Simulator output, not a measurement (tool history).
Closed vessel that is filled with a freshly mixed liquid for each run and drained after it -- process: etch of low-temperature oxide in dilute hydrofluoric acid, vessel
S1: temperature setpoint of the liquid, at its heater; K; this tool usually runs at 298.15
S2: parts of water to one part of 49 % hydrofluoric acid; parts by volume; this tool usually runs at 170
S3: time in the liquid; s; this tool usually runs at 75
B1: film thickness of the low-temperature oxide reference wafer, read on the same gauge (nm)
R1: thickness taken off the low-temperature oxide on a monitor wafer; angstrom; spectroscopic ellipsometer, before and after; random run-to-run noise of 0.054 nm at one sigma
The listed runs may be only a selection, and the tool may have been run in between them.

run,hour,S1,S2,S3,B1,R1
1,0,296.15,170,60,70.01,70.2
2,70.7,296.15,170,60,69.99,70.3
3,304.2,296.15,170,60,70,69.5
4,378.1,298.15,170,75,69.99,93.9
5,471.9,298.15,170,75,70,93.5
6,525.7,298.15,170,75,70,93.9
# hour 580.7: gauge calibrated
7,596.7,298.15,170,75,70,92.4
# hour 631: thermometer replaced
8,693.1,298.15,170,90,69.99,116.2
9,759,298.15,220,95,70.01,89.5
10,804.4,300.65,125,105,70,212.1
11,872.5,298.15,170,75,69.99,95.6
12,962.7,300.15,140,75,70,128.6
# hour 1003.4: hydrofluoric acid flow meter replaced
13,1052.2,296.15,170,60,70,68.4
14,1128.4,296.65,255,115,70.02,81.4
15,1401.6,296.15,170,120,70,135.6
# hour 1498.5: thermometer replaced
# hour 1523.3: gauge calibrated
16,1713,298.15,130,30,70,52
17,1899.3,294.15,170,90,70.02,96.2

3 options for the next run, each taken on its own from the tool as it stands now. Forecast them:
A,1900,298.15,170,75,?,?
B,1900,299.65,225,90,?,?
C,1900,299.65,170,75,?,?

run,B1,R1
A,70,93.5
B,70,84.3
C,70,98.9
Without the tool's unlogged condition, the same runs would have read:
run,R1
A,94.3
B,84.9
C,99.7
